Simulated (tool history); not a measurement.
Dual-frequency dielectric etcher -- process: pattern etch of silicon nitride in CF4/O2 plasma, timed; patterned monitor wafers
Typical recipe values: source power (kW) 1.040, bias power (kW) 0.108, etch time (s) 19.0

run    hour  source power (kW)  bias power (kW)  etch time (s)  read-back reference wafer on the same gauge, depth_nm  mean etch depth across the wafer (Å)
  1     0.0              1.040            0.108           19.0                                                   73.2                                   628
  2    40.0              1.040            0.108           16.0                                                   73.2                                   526
      117.8  -- wet clean of the chamber
  3   118.3              1.040            0.108           19.0                                                   73.3                                   619
  4   174.4              1.040            0.108           19.0                                                   73.2                                   624
  5   249.7              1.250            0.108           19.0                                                   73.1                                   689
  6   304.1              1.250            0.108           19.0                                                   73.1                                   694
  7   384.1              1.040            0.108           19.0                                                   73.2                                   618
  8   470.4              1.040            0.108           19.0                                                   73.2                                   618
      527.3  -- wet clean of the chamber
  9   527.8              1.040            0.108           19.0                                                   73.1                                   617
 10   603.6              1.040            0.108           19.0                                                   73.2                                   622
      628.0  -- upper electrode replaced
 11   670.0              1.040            0.108           19.0                                                   73.1                                   621
 12   746.0              1.040            0.108           19.0                                                   73.1                                   617
      793.0  -- bias power generator calibrated
 13   846.0              0.950            0.108           24.5                                                   73.2                                   776
      916.3  -- source power generator calibrated
      946.7  -- wet clean of the chamber
 14   952.8              0.960            0.087           23.0                                                   73.3                                   659
 15  1001.1              0.930            0.108           19.0                                                   73.2                                   596
 16  1068.5              0.840            0.086           21.5                                                   73.3                                   571
 17  1120.5              0.930            0.087           23.0                                                   73.3                                   640
 18  1171.6              1.040            0.100           15.0                                                   73.2                                   482
     1243.6  -- gauge calibrated
 19  1254.6              1.040            0.108           19.0                                                   73.2                                   632
 20  1307.3              1.040            0.108           17.0                                                   73.2                                   568
     1360.3  -- wet clean of the chamber
 21  1360.8              1.170            0.090           16.5                                                   73.2                                   542
 22  1418.0              0.880            0.120           21.5                                                   73.2                                   678
 23  1491.2              1.270            0.125           21.0                                                   73.2                                   840
 24  1550.3              1.040            0.108           19.0                                                   73.1                                   634
 25  1588.9              0.910            0.100           19.0                                                   73.2                                   566
 26  1692.0              1.040            0.127           19.0                                                   73.1                                   682
 27  1736.1              1.140            0.132           19.0                                                   73.3                                   725
 28  1783.6              1.040            0.108           19.0                                                   73.2                                   629
     1849.2  -- wet clean of the chamber
 29  1884.3              1.040            0.108           19.0                                                   73.1                                   629
 30  1951.2              1.210            0.108           23.0                                                   73.2                                   831

3 options for the next run, each taken on its own from the tool as it stands now. Forecast them:
  A  1951.6              1.040            0.108           19.0                                                      ?                                     ?
  B  1951.6              1.040            0.083           23.5                                                      ?                                     ?
  C  1951.6              1.040            0.108           16.5                                                      ?                                     ?

run  read-back reference wafer on the same gauge, depth_nm  mean etch depth across the wafer (Å)
  A                                                   73.2                                   623
  B                                                   73.2                                   680
  C                                                   73.2                                   541
The same runs, with their run-to-run variation unchanged, on a tool lacking any hidden condition would have given:
run  mean etch depth across the wafer (Å)
  A                                   626
  B                                   683
  C                                   544
